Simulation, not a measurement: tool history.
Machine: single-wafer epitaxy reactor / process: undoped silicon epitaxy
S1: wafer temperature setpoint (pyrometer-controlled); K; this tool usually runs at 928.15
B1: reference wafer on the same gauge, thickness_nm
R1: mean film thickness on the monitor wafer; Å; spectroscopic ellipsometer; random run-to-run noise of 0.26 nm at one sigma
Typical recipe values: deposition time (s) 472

Run 1, day 0: usual settings; B1 79.584. Result: R1 967.76 Å.
Run 2, day 3.988: usual settings but S1 939.15 K; B1 79.593. Result: R1 1234.74 Å.
Run 3, day 7.288: usual settings but S1 939.15 K; B1 79.621. Result: R1 1234.39 Å.
Run 4, day 11.275: usual settings but S1 939.15 K; B1 79.616. Result: R1 1240.75 Å.
Run 5, day 14.967: usual settings; B1 79.607. Result: R1 969.92 Å.
Run 6, day 16.925: usual settings; B1 79.6. Result: R1 969.73 Å.
Run 7, day 19.271: usual settings; B1 79.595. Result: R1 966.78 Å.
Run 8, day 21.588: usual settings; B1 79.66. Result: R1 970.84 Å.
Run 9, day 23.8: usual settings but S1 919.15 K; B1 79.598. Result: R1 792.5 Å.
Run 10, day 28.279: usual settings but S1 919.15 K; B1 79.59. Result: R1 796.01 Å.
Run 11, day 31.238: usual settings but S1 919.15 K; B1 79.563. Result: R1 771.13 Å.
Run 12, day 34.442: usual settings but S1 937.15 K; B1 79.614. Result: R1 1164.97 Å.
Run 13, day 39.896: usual settings but S1 932.15 K; B1 79.591. Result: R1 1039.17 Å.
Run 14, day 41.529: usual settings but S1 939.15 K, deposition time (s) 442; B1 79.59. Result: R1 1144.03 Å.
Run 15, day 45.342: usual settings; B1 79.625. Result: R1 951.57 Å.
Run 16, day 49.296: usual settings; B1 79.587. Result: R1 949.61 Å.
Run 17, day 53.275: usual settings; B1 79.63. Result: R1 953.47 Å.
Run 18, day 56.829: usual settings; B1 79.622. Result: R1 955.14 Å.
Run 19, day 60.742: usual settings; B1 79.62. Result: R1 958.01 Å.
Run 20, day 62.271: usual settings but deposition time (s) 501; B1 79.592. Result: R1 1014.42 Å.
Run 21, day 64.238: usual settings but deposition time (s) 501; B1 79.594. Result: R1 1012.27 Å.
Run 22, day 68.096: usual settings but deposition time (s) 501; B1 79.592. Result: R1 1013.86 Å.
Run 23, day 71.288: usual settings; B1 79.607. Result: R1 960.77 Å.
Run 24, day 74.233: usual settings but S1 940.15 K, deposition time (s) 416; B1 79.623. Result: R1 1111.7 Å.
Run 25, day 77.829: usual settings but S1 934.15 K, deposition time (s) 534; B1 79.583. Result: R1 1244.8 Å.
Run 26, day 81.617: usual settings but deposition time (s) 420; B1 79.628. Result: R1 855.54 Å.
Run 27, day 84.308: usual settings but S1 924.15 K, deposition time (s) 391; B1 79.628. Result: R1 729.83 Å.
Run 28, day 87.004: usual settings but S1 920.15 K, deposition time (s) 536; B1 79.619. Result: R1 916.82 Å.
Run 29, day 89.229: usual settings; B1 79.594. Result: R1 961.63 Å.
Run 30, day 92.046: usual settings; B1 79.575. Result: R1 969.13 Å.
Run 31, day 93.925: usual settings but S1 924.15 K; B1 79.601. Result: R1 883.12 Å.
Run 32, day 96.833: usual settings but S1 916.15 K, deposition time (s) 398; B1 79.649. Result: R1 617.06 Å.
Run 33, day 99.038: usual settings but deposition time (s) 554; B1 79.573. Result: R1 1142.96 Å.
Run 34, day 108.567: usual settings but S1 916.15 K; B1 79.606. Result: R1 742.07 Å.
Run 35, day 112.042: usual settings but S1 934.15 K; B1 79.576. Result: R1 1088.91 Å.
Run 36, day 115.35: usual settings but S1 918.15 K, deposition time (s) 390; B1 79.568. Result: R1 622.6 Å.
Run 37, day 119.504: usual settings but S1 914.15 K, deposition time (s) 511; B1 79.585. Result: R1 745.31 Å.
Run 38, day 121.858: usual settings but deposition time (s) 549; B1 79.585. Result: R1 1104.2 Å.
Run 39, day 125.979: usual settings but S1 915.15 K, deposition time (s) 398; B1 79.583. Result: R1 595.56 Å.
Run 40, day 128.867: usual settings but S1 915.15 K; B1 79.548. Result: R1 700.68 Å.
Run 41, day 132.992: usual settings but S1 914.15 K; B1 79.617. Result: R1 689.64 Å.
Run 42, day 134.571: usual settings but deposition time (s) 549; B1 79.599. Result: R1 1106.33 Å.
Run 43, day 136.188: usual settings; B1 79.572. Result: R1 952.63 Å.
Run 44, day 139.575: usual settings but S1 920.15 K, deposition time (s) 515; B1 79.573. Result: R1 866.25 Å.
Run 45, day 141.583: usual settings but S1 915.15 K, deposition time (s) 513; B1 79.595. Result: R1 765.72 Å.

Not shown: 3 entries that the log had between the listed runs. Between which runs, and how does the tool's hidden state differ before and after?
After run 10, before run 11: pyrometer calibrated (day 29.558)
  wafer temperature above the value expected at the setpoint (K): 1.11 -> -0.0477
  measured value less the no-hidden-state value, R1: +20.34 -> -0.86 Å
After run 33, before run 34: gauge calibrated (day 105.975)
  wafer temperature above the value expected at the setpoint (K): 0.968 -> 1.27
  measured value less the no-hidden-state value, R1: +24.93 -> +21.67 Å
After run 34, before run 35: pyrometer calibrated (day 112.021)
  wafer temperature above the value expected at the setpoint (K): 1.27 -> -0.00552
  measured value less the no-hidden-state value, R1: +21.67 -> -0.14 Å

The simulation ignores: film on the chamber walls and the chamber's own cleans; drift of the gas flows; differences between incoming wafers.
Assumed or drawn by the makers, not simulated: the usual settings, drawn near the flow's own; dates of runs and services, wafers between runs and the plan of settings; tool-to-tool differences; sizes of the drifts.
